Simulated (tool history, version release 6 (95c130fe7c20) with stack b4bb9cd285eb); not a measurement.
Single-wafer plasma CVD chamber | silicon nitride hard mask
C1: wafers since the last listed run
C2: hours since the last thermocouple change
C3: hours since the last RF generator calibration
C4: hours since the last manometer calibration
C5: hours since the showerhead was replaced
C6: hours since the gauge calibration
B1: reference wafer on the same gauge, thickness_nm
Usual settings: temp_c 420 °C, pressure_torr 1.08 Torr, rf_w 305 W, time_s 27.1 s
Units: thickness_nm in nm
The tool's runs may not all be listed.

run 1 hour=0 | temp_c=412 pressure_torr=1.19 rf_w=305 time_s=27.1 | C1=0 C2=1165.3 C3=1239.5 C4=1081 C5=5304.8 C6=523.5 | B1=33.601 | thickness_nm=29.88
-- hour=23.1 showerhead replaced
run 2 hour=42.1 | temp_c=412 pressure_torr=1.19 rf_w=305 time_s=27.1 | C1=958 C2=1207.4 C3=1281.6 C4=1123.1 C5=19 C6=565.6 | B1=33.601 | thickness_nm=29.939
run 3 hour=54.2 | temp_c=420 pressure_torr=1.08 rf_w=305 time_s=27.1 | C1=340 C2=1219.5 C3=1293.7 C4=1135.2 C5=31.1 C6=577.7 | B1=33.634 | thickness_nm=28.665
run 4 hour=89 | temp_c=420 pressure_torr=0.94 rf_w=305 time_s=27.1 | C1=978 C2=1254.3 C3=1328.5 C4=1170 C5=65.9 C6=612.5 | B1=33.588 | thickness_nm=27.181
run 5 hour=113.5 | temp_c=420 pressure_torr=1.08 rf_w=265 time_s=27.1 | C1=688 C2=1278.8 C3=1353 C4=1194.5 C5=90.4 C6=637 | B1=33.618 | thickness_nm=26.901
run 6 hour=142.9 | temp_c=420 pressure_torr=1.08 rf_w=265 time_s=27.1 | C1=826 C2=1308.2 C3=1382.4 C4=1223.9 C5=119.8 C6=666.4 | B1=33.543 | thickness_nm=26.902
run 7 hour=159 | temp_c=420 pressure_torr=1.08 rf_w=305 time_s=29.5 | C1=452 C2=1324.3 C3=1398.5 C4=1240 C5=135.9 C6=682.5 | B1=33.586 | thickness_nm=31.254
run 8 hour=177.1 | temp_c=420 pressure_torr=1.08 rf_w=305 time_s=29.5 | C1=508 C2=1342.4 C3=1416.6 C4=1258.1 C5=154 C6=700.6 | B1=33.584 | thickness_nm=31.137
-- hour=198.1 RF generator calibrated
run 9 hour=210.7 | temp_c=420 pressure_torr=1.08 rf_w=290 time_s=27.1 | C1=719 C2=1376 C3=12.6 C4=1291.7 C5=187.6 C6=734.2 | B1=33.614 | thickness_nm=29.014
run 10 hour=223.7 | temp_c=420 pressure_torr=1.08 rf_w=305 time_s=27.1 | C1=365 C2=1389 C3=25.6 C4=1304.7 C5=200.6 C6=747.2 | B1=33.578 | thickness_nm=29.801
run 11 hour=250.3 | temp_c=412 pressure_torr=1.19 rf_w=305 time_s=27.1 | C1=747 C2=1415.6 C3=52.2 C4=1331.3 C5=227.2 C6=773.8 | B1=33.608 | thickness_nm=31.007
run 12 hour=283.4 | temp_c=420 pressure_torr=0.87 rf_w=350 time_s=23.1 | C1=930 C2=1448.7 C3=85.3 C4=1364.4 C5=260.3 C6=806.9 | B1=33.625 | thickness_nm=24.593
run 13 hour=301.7 | temp_c=415 pressure_torr=1.08 rf_w=305 time_s=29.2 | C1=514 C2=1467 C3=103.6 C4=1382.7 C5=278.6 C6=825.2 | B1=33.576 | thickness_nm=32.136
-- hour=333.7 thermocouple changed; heater temperature recalibrated
run 14 hour=336.5 | temp_c=420 pressure_torr=0.94 rf_w=305 time_s=27.1 | C1=753 C2=2.8 C3=138.4 C4=1417.5 C5=313.4 C6=860 | B1=33.613 | thickness_nm=28.181
-- hour=355.1 capacitance manometer re-zeroed and calibrated
run 15 hour=355.6 | temp_c=420 pressure_torr=1.08 rf_w=305 time_s=27.1 | C1=312 C2=21.9 C3=157.5 C4=0.5 C5=332.5 C6=879.1 | B1=33.565 | thickness_nm=29.694
run 16 hour=377.3 | temp_c=420 pressure_torr=1.08 rf_w=305 time_s=27.1 | C1=610 C2=43.6 C3=179.2 C4=22.2 C5=354.2 C6=900.8 | B1=33.575 | thickness_nm=29.669
-- hour=395 gauge calibrated
run 17 hour=398.6 | temp_c=410 pressure_torr=0.85 rf_w=305 time_s=28.9 | C1=598 C2=64.9 C3=200.5 C4=43.5 C5=375.5 C6=3.6 | B1=33.568 | thickness_nm=28.831
run 18 hour=412.6 | temp_c=413 pressure_torr=1.08 rf_w=305 time_s=27.1 | C1=393 C2=78.9 C3=214.5 C4=57.5 C5=389.5 C6=17.6 | B1=33.577 | thickness_nm=29.819
run 19 hour=445.6 | temp_c=411 pressure_torr=1.25 rf_w=260 time_s=25.3 | C1=927 C2=111.9 C3=247.5 C4=90.5 C5=422.5 C6=50.6 | B1=33.592 | thickness_nm=27.202
run 20 hour=472 | temp_c=409 pressure_torr=0.87 rf_w=270 time_s=27.1 | C1=742 C2=138.3 C3=273.9 C4=116.9 C5=448.9 C6=77 | B1=33.565 | thickness_nm=25.779
run 21 hour=488.3 | temp_c=431 pressure_torr=0.84 rf_w=330 time_s=22.7 | C1=458 C2=154.6 C3=290.2 C4=133.2 C5=465.2 C6=93.3 | B1=33.593 | thickness_nm=23.009
run 22 hour=506.5 | temp_c=420 pressure_torr=1.08 rf_w=285 time_s=27.1 | C1=511 C2=172.8 C3=308.4 C4=151.4 C5=483.4 C6=111.5 | B1=33.596 | thickness_nm=28.738
run 23 hour=520.3 | temp_c=413 pressure_torr=1 rf_w=350 time_s=24.5 | C1=388 C2=186.6 C3=322.2 C4=165.2 C5=497.2 C6=125.3 | B1=33.604 | thickness_nm=27.788
run 24 hour=546.7 | temp_c=414 pressure_torr=1.08 rf_w=285 time_s=29.3 | C1=742 C2=213 C3=348.6 C4=191.6 C5=523.6 C6=151.7 | B1=33.589 | thickness_nm=31.133
run 25 hour=560.2 | temp_c=420 pressure_torr=1.08 rf_w=285 time_s=27.1 | C1=379 C2=226.5 C3=362.1 C4=205.1 C5=537.1 C6=165.2 | B1=33.559 | thickness_nm=28.815
run 26 hour=587.9 | temp_c=420 pressure_torr=1.08 rf_w=305 time_s=24.5 | C1=778 C2=254.2 C3=389.8 C4=232.8 C5=564.8 C6=192.9 | B1=33.596 | thickness_nm=26.78
run 27 hour=622 | temp_c=408 pressure_torr=1.08 rf_w=245 time_s=27.1 | C1=958 C2=288.3 C3=423.9 C4=266.9 C5=598.9 C6=227 | B1=33.605 | thickness_nm=26.953
run 28 hour=643.7 | temp_c=409 pressure_torr=0.82 rf_w=305 time_s=23.9 | C1=610 C2=310 C3=445.6 C4=288.6 C5=620.6 C6=248.7 | B1=33.591 | thickness_nm=23.312

5 ways to go on from here, each from the tool as it stands after run 28. What would each give?
run A hour=644.1 | temp_c=420 pressure_torr=1.08 rf_w=305 time_s=27.1 | C1=11 C2=310.4 C3=446 C4=289 C5=621 C6=249.1 | B1=? | thickness_nm=?
run B hour=644.1 | temp_c=407 pressure_torr=1.2 rf_w=305 time_s=27.1 | C1=11 C2=310.4 C3=446 C4=289 C5=621 C6=249.1 | B1=? | thickness_nm=?
run C hour=644.1 | temp_c=406 pressure_torr=1.08 rf_w=305 time_s=27.1 | C1=11 C2=310.4 C3=446 C4=289 C5=621 C6=249.1 | B1=? | thickness_nm=?
run D hour=644.1 | temp_c=409 pressure_torr=1.08 rf_w=270 time_s=27.1 | C1=11 C2=310.4 C3=446 C4=289 C5=621 C6=249.1 | B1=? | thickness_nm=?
run E hour=644.1 | temp_c=426 pressure_torr=0.92 rf_w=305 time_s=22.1 | C1=11 C2=310.4 C3=446 C4=289 C5=621 C6=249.1 | B1=? | thickness_nm=?

run=A B1=33.608 thickness_nm=29.549
run=B B1=33.608 thickness_nm=30.928
run=C B1=33.608 thickness_nm=29.754
run=D B1=33.608 thickness_nm=28.148
run=E B1=33.608 thickness_nm=22.527
Without the tool's hidden state the same runs would have given:
run=A thickness_nm=29.872
run=B thickness_nm=31.265
run=C thickness_nm=30.079
run=D thickness_nm=28.465
run=E thickness_nm=22.772
